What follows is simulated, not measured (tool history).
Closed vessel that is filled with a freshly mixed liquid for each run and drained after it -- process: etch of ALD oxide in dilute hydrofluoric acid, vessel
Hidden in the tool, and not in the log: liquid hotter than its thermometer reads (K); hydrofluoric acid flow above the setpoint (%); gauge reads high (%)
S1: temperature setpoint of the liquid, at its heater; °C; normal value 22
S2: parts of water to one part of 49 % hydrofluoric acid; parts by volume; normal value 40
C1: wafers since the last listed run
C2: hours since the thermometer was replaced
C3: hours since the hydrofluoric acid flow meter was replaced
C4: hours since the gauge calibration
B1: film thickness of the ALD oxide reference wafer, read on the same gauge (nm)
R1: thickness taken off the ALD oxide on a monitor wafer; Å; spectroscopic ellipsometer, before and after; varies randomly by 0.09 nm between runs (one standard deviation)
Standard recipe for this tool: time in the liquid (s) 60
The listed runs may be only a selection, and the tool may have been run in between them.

{"run": 1, "hour": 0.0, "S1": 24, "S2": 40, "time in the liquid (s)": 60, "C1": 0, "C2": 2219.3, "C3": 260.4, "C4": 656.4, "B1": 90.02, "R1": 201.4}
{"run": 2, "hour": 46.9, "S1": 24, "S2": 40, "time in the liquid (s)": 60, "C1": 4652, "C2": 2266.2, "C3": 307.3, "C4": 703.3, "B1": 90, "R1": 201.7}
{"hour": 86.1, "done": "thermometer replaced"}
{"run": 3, "hour": 118.0, "S1": 22, "S2": 40, "time in the liquid (s)": 60, "C1": 6954, "C2": 31.9, "C3": 378.4, "C4": 774.4, "B1": 89.98, "R1": 177.3}
{"run": 4, "hour": 159.6, "S1": 22, "S2": 40, "time in the liquid (s)": 60, "C1": 4126, "C2": 73.5, "C3": 420, "C4": 816, "B1": 89.99, "R1": 176.1}
{"run": 5, "hour": 192.9, "S1": 22, "S2": 40, "time in the liquid (s)": 60, "C1": 3303, "C2": 106.8, "C3": 453.3, "C4": 849.3, "B1": 90.02, "R1": 177.2}
{"run": 6, "hour": 363.4, "S1": 22, "S2": 40, "time in the liquid (s)": 60, "C1": 16914, "C2": 277.3, "C3": 623.8, "C4": 1019.8, "B1": 89.96, "R1": 177}
{"run": 7, "hour": 434.4, "S1": 22, "S2": 50, "time in the liquid (s)": 60, "C1": 7043, "C2": 348.3, "C3": 694.8, "C4": 1090.8, "B1": 90.03, "R1": 141.3}
{"run": 8, "hour": 491.0, "S1": 22, "S2": 45, "time in the liquid (s)": 60, "C1": 5614, "C2": 404.9, "C3": 751.4, "C4": 1147.4, "B1": 90, "R1": 159.7}
{"run": 9, "hour": 553.9, "S1": 22, "S2": 45, "time in the liquid (s)": 60, "C1": 6239, "C2": 467.8, "C3": 814.3, "C4": 1210.3, "B1": 90.03, "R1": 156.5}
{"run": 10, "hour": 599.3, "S1": 22, "S2": 45, "time in the liquid (s)": 60, "C1": 4503, "C2": 513.2, "C3": 859.7, "C4": 1255.7, "B1": 89.96, "R1": 158.8}
{"run": 11, "hour": 642.7, "S1": 22, "S2": 40, "time in the liquid (s)": 60, "C1": 4305, "C2": 556.6, "C3": 903.1, "C4": 1299.1, "B1": 90.03, "R1": 180}
{"run": 12, "hour": 671.3, "S1": 22, "S2": 40, "time in the liquid (s)": 60, "C1": 2837, "C2": 585.2, "C3": 931.7, "C4": 1327.7, "B1": 90, "R1": 179.5}
{"run": 13, "hour": 729.4, "S1": 22, "S2": 30, "time in the liquid (s)": 50, "C1": 5763, "C2": 643.3, "C3": 989.8, "C4": 1385.8, "B1": 89.94, "R1": 201.5}
{"run": 14, "hour": 796.2, "S1": 22, "S2": 40, "time in the liquid (s)": 50, "C1": 6626, "C2": 710.1, "C3": 1056.6, "C4": 1452.6, "B1": 90.05, "R1": 150.4}
{"run": 15, "hour": 849.6, "S1": 22, "S2": 40, "time in the liquid (s)": 60, "C1": 5297, "C2": 763.5, "C3": 1110, "C4": 1506, "B1": 90.01, "R1": 180.4}
{"run": 16, "hour": 899.1, "S1": 18, "S2": 45, "time in the liquid (s)": 30, "C1": 4910, "C2": 813, "C3": 1159.5, "C4": 1555.5, "B1": 90.03, "R1": 67.1}
{"run": 17, "hour": 965.7, "S1": 22, "S2": 40, "time in the liquid (s)": 80, "C1": 6606, "C2": 879.6, "C3": 1226.1, "C4": 1622.1, "B1": 90.02, "R1": 240.4}
{"run": 18, "hour": 1013.8, "S1": 22, "S2": 40, "time in the liquid (s)": 60, "C1": 4771, "C2": 927.7, "C3": 1274.2, "C4": 1670.2, "B1": 89.98, "R1": 180.8}
{"run": 19, "hour": 1063.1, "S1": 22, "S2": 20, "time in the liquid (s)": 60, "C1": 4890, "C2": 977, "C3": 1323.5, "C4": 1719.5, "B1": 89.99, "R1": 367.7}
{"run": 20, "hour": 1117.1, "S1": 22, "S2": 40, "time in the liquid (s)": 60, "C1": 5357, "C2": 1031, "C3": 1377.5, "C4": 1773.5, "B1": 89.96, "R1": 181.7}
{"hour": 1145.7, "done": "hydrofluoric acid flow meter replaced"}
{"run": 21, "hour": 1178.7, "S1": 22, "S2": 40, "time in the liquid (s)": 60, "C1": 6011, "C2": 1092.6, "C3": 33, "C4": 1835.1, "B1": 89.95, "R1": 182.2}
{"run": 22, "hour": 1216.6, "S1": 24, "S2": 40, "time in the liquid (s)": 60, "C1": 3759, "C2": 1130.5, "C3": 70.9, "C4": 1873, "B1": 90, "R1": 195.5}
{"run": 23, "hour": 1279.4, "S1": 24, "S2": 40, "time in the liquid (s)": 70, "C1": 6230, "C2": 1193.3, "C3": 133.7, "C4": 1935.8, "B1": 89.99, "R1": 232}
{"hour": 1300.2, "done": "gauge calibrated"}
{"run": 24, "hour": 1322.0, "S1": 19, "S2": 30, "time in the liquid (s)": 35, "C1": 4226, "C2": 1235.9, "C3": 176.3, "C4": 21.8, "B1": 89.96, "R1": 126.4}
{"run": 25, "hour": 1391.7, "S1": 22, "S2": 40, "time in the liquid (s)": 95, "C1": 6914, "C2": 1305.6, "C3": 246, "C4": 91.5, "B1": 90.01, "R1": 288.6}
{"run": 26, "hour": 1444.7, "S1": 19, "S2": 40, "time in the liquid (s)": 60, "C1": 5257, "C2": 1358.6, "C3": 299, "C4": 144.5, "B1": 89.98, "R1": 160.6}
{"run": 27, "hour": 1627.4, "S1": 24.5, "S2": 35, "time in the liquid (s)": 50, "C1": 18124, "C2": 1541.3, "C3": 481.7, "C4": 327.2, "B1": 90.02, "R1": 196.1}
{"run": 28, "hour": 1673.4, "S1": 26.5, "S2": 55, "time in the liquid (s)": 60, "C1": 4563, "C2": 1587.3, "C3": 527.7, "C4": 373.2, "B1": 90.05, "R1": 157.9}
{"run": 29, "hour": 1729.2, "S1": 22, "S2": 40, "time in the liquid (s)": 60, "C1": 5535, "C2": 1643.1, "C3": 583.5, "C4": 429, "B1": 90, "R1": 183.4}
{"run": 30, "hour": 1756.9, "S1": 22, "S2": 40, "time in the liquid (s)": 45, "C1": 2747, "C2": 1670.8, "C3": 611.2, "C4": 456.7, "B1": 90.05, "R1": 137.4}
{"run": 31, "hour": 1783.7, "S1": 19.5, "S2": 40, "time in the liquid (s)": 85, "C1": 2658, "C2": 1697.6, "C3": 638, "C4": 483.5, "B1": 89.99, "R1": 234.1}
{"run": 32, "hour": 1820.6, "S1": 22, "S2": 40, "time in the liquid (s)": 60, "C1": 3660, "C2": 1734.5, "C3": 674.9, "C4": 520.4, "B1": 90, "R1": 184.3}
{"run": 33, "hour": 1845.4, "S1": 22, "S2": 30, "time in the liquid (s)": 75, "C1": 2460, "C2": 1759.3, "C3": 699.7, "C4": 545.2, "B1": 90.02, "R1": 312.3}

Some steps in R1, run to run, broken into two amounts with sign: the step expected even without the hidden condition (settings, incoming material, random variation), and the rest, left for the hidden condition together with whatever gauge scatter is not in both the measured and the hidden-condition-free result:
Run 2 -> 3: S1 24 -> 22, thermometer replaced. R1 -24.4 Å: hidden state -9.7, all else -14.7.
Run 16 -> 17: S1 18 -> 22, S2 45 -> 40, time in the liquid (s) 30 -> 80. R1 +173.3 Å: hidden state +3.7, all else +169.6.
Run 18 -> 19: S2 40 -> 20. R1 +186.9 Å: hidden state +4.7, all else +182.2.
Run 19 -> 20: S2 20 -> 40. R1 -186 Å: hidden state -4.3, all else -181.7.
Run 24 -> 25: S1 19 -> 22, S2 30 -> 40, time in the liquid (s) 35 -> 95. R1 +162.2 Å: hidden state +5, all else +157.2.
Run 32 -> 33: S2 40 -> 30, time in the liquid (s) 60 -> 75. R1 +128 Å: hidden state +5.2, all else +122.8.

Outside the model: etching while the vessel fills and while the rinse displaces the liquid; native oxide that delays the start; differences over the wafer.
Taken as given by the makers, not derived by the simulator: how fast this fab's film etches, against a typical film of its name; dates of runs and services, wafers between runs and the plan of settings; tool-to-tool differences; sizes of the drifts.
